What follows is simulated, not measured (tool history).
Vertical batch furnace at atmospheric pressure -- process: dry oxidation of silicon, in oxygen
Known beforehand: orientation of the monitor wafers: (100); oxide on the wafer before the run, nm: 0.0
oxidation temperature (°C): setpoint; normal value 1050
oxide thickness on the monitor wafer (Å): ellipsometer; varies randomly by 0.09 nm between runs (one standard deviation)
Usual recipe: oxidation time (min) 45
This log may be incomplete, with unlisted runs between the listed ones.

run	day	oxidation temperature (°C)	oxidation time (min)	wafers since the last listed run	hours since the last temperature calibration	hours since the boat lift was adjusted	hours since the gauge calibration	read-back reference wafer on the same gauge, thickness	oxide thickness on the monitor wafer (Å)
1	0	1050	45	0	3618.7	4520.5	285.8	58.46	591
# day 0.254: gauge calibrated
2	0.538	1050	45	144	3631.6	4533.4	6.8	59.26	599
3	1.804	1050	45	340	3662	4563.8	37.2	59.24	599.6
4	3.017	1050	45	326	3691.1	4592.9	66.3	59.2	597
5	3.958	1050	45	253	3713.7	4615.5	88.9	59.19	597.9
6	4.821	1050	45	232	3734.4	4636.2	109.6	59.13	598.1
7	8.6	1050	45	1016	3825.1	4726.9	200.3	58.91	593.3
8	9.908	1050	45	352	3856.5	4758.3	231.7	58.78	592.6
# day 11.075: boat lift adjusted
# day 11.621: thermocouples replaced and temperature profile calibrated
9	11.642	1040	24.5	50	0.5	13.6	273.3	58.57	375.5
10	11.833	1050	45	51	5.1	18.2	277.9	58.58	591.6
11	12.1	1062	45	71	11.5	24.6	284.3	58.55	651.4
# day 12.867: gauge calibrated
12	13.454	1064	45	364	44	57.1	14.1	59.22	671.5
13	14.433	1026	66	263	67.5	80.6	37.6	59.21	620.7
14	15.817	1059	45	372	100.7	113.8	70.8	59.19	643.4
15	17.021	1071	23	323	129.6	142.7	99.7	59.15	470.7
16	17.596	1050	32	154	143.4	156.5	113.5	59.12	485.3

Consider 4 possible next runs. They are alternatives, not a sequence: every one starts from the tool as it was left by run 16. What does each give?
A	17.788	1050	28.5	51	148	161.1	118.1	?	?
B	17.788	1073	66.5	51	148	161.1	118.1	?	?
C	17.788	1050	33	51	148	161.1	118.1	?	?
D	17.788	1050	34.5	51	148	161.1	118.1	?	?

run	read-back reference wafer on the same gauge, thickness	oxide thickness on the monitor wafer (Å)
A	59.1	451.8
B	59.1	921.3
C	59.1	493.5
D	59.1	507
With the hidden condition removed and each run's random variation left untouched, the same runs would have given:
run	oxide thickness on the monitor wafer (Å)
A	452.5
B	922.7
C	494.2
D	507.8
